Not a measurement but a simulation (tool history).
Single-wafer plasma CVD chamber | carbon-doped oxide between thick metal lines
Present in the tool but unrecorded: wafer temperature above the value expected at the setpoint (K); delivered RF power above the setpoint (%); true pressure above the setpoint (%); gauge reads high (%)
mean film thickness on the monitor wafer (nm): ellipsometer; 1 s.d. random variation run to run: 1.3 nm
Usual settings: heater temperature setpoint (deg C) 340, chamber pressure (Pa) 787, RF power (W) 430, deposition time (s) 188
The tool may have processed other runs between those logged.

run   hour  heater temperature setpoint (deg C)  chamber pressure (Pa)  RF power (W)  deposition time (s)  wafers since the last listed run  hours since the last thermocouple change  hours since the last RF generator calibration  hours since the last manometer calibration  hours since the showerhead was replaced  hours since the gauge calibration  read-back reference wafer on the same gauge, thickness_nm  mean film thickness on the monitor wafer (nm)
  1      0                                  340                    915           430                  188                                 0                                    2914.8                                         1220.3                                      1332.2                                   6483.2                                 20                                                   1010.569                                        868.637
  2   28.1                                  340                    787           430                  188                               311                                    2942.9                                         1248.4                                      1360.3                                   6511.3                               48.1                                                   1011.105                                        853.122
  3   61.3                                  340                    787           430                  188                               367                                    2976.1                                         1281.6                                      1393.5                                   6544.5                               81.3                                                   1011.132                                        853.415
  4   92.3                                  340                    787           430                  188                               343                                    3007.1                                         1312.6                                      1424.5                                   6575.5                              112.3                                                   1011.269                                        852.489
  5  114.2                                  340                    787           430                  170                               242                                      3029                                         1334.5                                      1446.4                                   6597.4                              134.2                                                   1010.765                                        770.356
     127.6  -- RF generator calibrated
     145.8  -- showerhead replaced
  6  146.1                                  340                    787           430                  188                               176                                    3060.9                                           18.5                                      1478.3                                      0.3                              166.1                                                   1011.413                                        887.695
       151  -- gauge calibrated
     165.4  -- thermocouple changed; heater temperature recalibrated
     175.5  -- capacitance manometer re-zeroed and calibrated
  7  180.9                                  340                    787           430                  188                               208                                      15.5                                           53.3                                         5.4                                     35.1                               29.9                                                    1011.04                                        884.911
  8  210.2                                  333                    691           460                  188                               324                                      44.8                                           82.6                                        34.7                                     64.4                               59.2                                                   1011.094                                        921.133
  9  230.5                                  334                    787           430                  171                               224                                      65.1                                          102.9                                          55                                     84.7                               79.5                                                   1011.271                                        816.095
 10  242.5                                  340                    787           430                  209                               132                                      77.1                                          114.9                                          67                                     96.7                               91.5                                                   1011.091                                        981.127
 11  260.5                                  340                    787           430                  188                               199                                      95.1                                          132.9                                          85                                    114.7                              109.5                                                   1010.757                                        878.544
 12  277.9                                  340                    787           430                  188                               192                                     112.5                                          150.3                                       102.4                                    132.1                              126.9                                                   1011.207                                        881.022
 13  302.4                                  340                    787           430                  210                               271                                       137                                          174.8                                       126.9                                    156.6                              151.4                                                   1011.135                                        981.403
       315  -- gauge calibrated
 14  326.3                                  340                    969           430                  165                               264                                     160.9                                          198.7                                       150.8                                    180.5                               11.3                                                   1010.957                                        790.486

Difference, measured minus no-hidden-state, one row per run. Run-to-run variation is common to both terms; the gauge's own scatter need not be:
run  mean film thickness on the monitor wafer (nm)
  1                                        -36.279
  2                                        -36.475
  3                                        -37.488
  4                                        -38.381
  5                                        -35.282
  6                                         -5.849
  7                                          -6.83
  8                                         -7.788
  9                                         -7.616
 10                                         -9.541
 11                                          -9.06
 12                                         -9.587
 13                                        -11.467
 14                                         -9.856
